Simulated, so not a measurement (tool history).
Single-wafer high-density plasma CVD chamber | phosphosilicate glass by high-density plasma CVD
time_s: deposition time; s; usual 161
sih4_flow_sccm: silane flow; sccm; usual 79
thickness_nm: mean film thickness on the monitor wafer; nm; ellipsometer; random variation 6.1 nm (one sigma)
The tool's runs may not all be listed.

run,hour,time_s,sih4_flow_sccm,wafers since the last listed run,hours since the silane flow controller was replaced,hours since the gauge calibration,"read-back reference wafer on the same gauge, thickness_nm",thickness_nm
1,0.0,161,79,0,3309.0,875.6,1421.240,1318.275
2,36.4,142,83,510,3345.4,912.0,1419.837,1218.627
3,94.3,161,84,811,3403.3,969.9,1420.542,1387.264
4,155.0,172,79,851,3464.0,1030.6,1420.557,1402.862
5,278.0,172,79,1724,3587.0,1153.6,1420.786,1409.957
6,330.9,161,79,741,3639.9,1206.5,1420.080,1306.505
7,372.8,161,79,587,3681.8,1248.4,1421.567,1303.519
8,401.8,161,71,406,3710.8,1277.4,1420.493,1194.711
9,433.5,161,71,444,3742.5,1309.1,1420.235,1196.217
10,460.9,161,71,384,3769.9,1336.5,1421.041,1194.364
11,493.9,152,79,462,3802.9,1369.5,1420.273,1244.595
12,531.5,161,79,527,3840.5,1407.1,1419.189,1315.466
13,588.9,161,83,804,3897.9,1464.5,1419.688,1358.956
14,647.2,161,83,817,3956.2,1522.8,1420.296,1358.504
15,684.1,161,79,517,3993.1,1559.7,1418.648,1295.069
16,740.7,183,74,793,4049.7,1616.3,1421.133,1396.503
# hour 763.1: gauge calibrated
17,792.8,183,74,730,4101.8,29.7,1418.508,1403.148
18,829.7,150,83,517,4138.7,66.6,1419.686,1246.143
# hour 880.8: silane flow controller replaced
19,891.3,144,87,751,10.5,128.2,1419.279,1348.503
20,959.9,161,79,961,79.1,196.8,1419.517,1378.508
21,1011.4,148,73,722,130.6,248.3,1420.680,1180.843
22,1065.2,161,79,754,184.4,302.1,1419.122,1388.740
23,1131.6,145,95,931,250.8,368.5,1420.101,1461.117
24,1179.8,174,79,675,299.0,416.7,1419.529,1493.745
25,1256.3,136,90,1072,375.5,493.2,1419.439,1288.502
26,1313.0,161,79,795,432.2,549.9,1419.715,1375.152
27,1365.8,173,69,740,485.0,602.7,1419.457,1321.106
28,1423.0,175,79,802,542.2,659.9,1420.817,1505.693
29,1487.8,138,68,908,607.0,724.7,1420.386,1047.997
30,1658.6,161,79,2395,777.8,895.5,1418.951,1383.167

What the log doesn't show, run by run:
gauge reads high (%): 0 in every run
H1: delivered silane flow above the setpoint (%)
run,H1
1,-4.36
2,-4.46
3,-4.61
4,-4.78
5,-5.13
6,-5.28
7,-5.41
8,-5.49
9,-5.59
10,-5.67
11,-5.77
12,-5.89
13,-6.07
14,-6.25
15,-6.37
16,-6.55
17,-6.72
18,-6.84
19,0.659
20,0.657
21,0.652
22,0.645
23,0.634
24,0.623
25,0.602
26,0.584
27,0.565
28,0.541
29,0.511
30,0.416
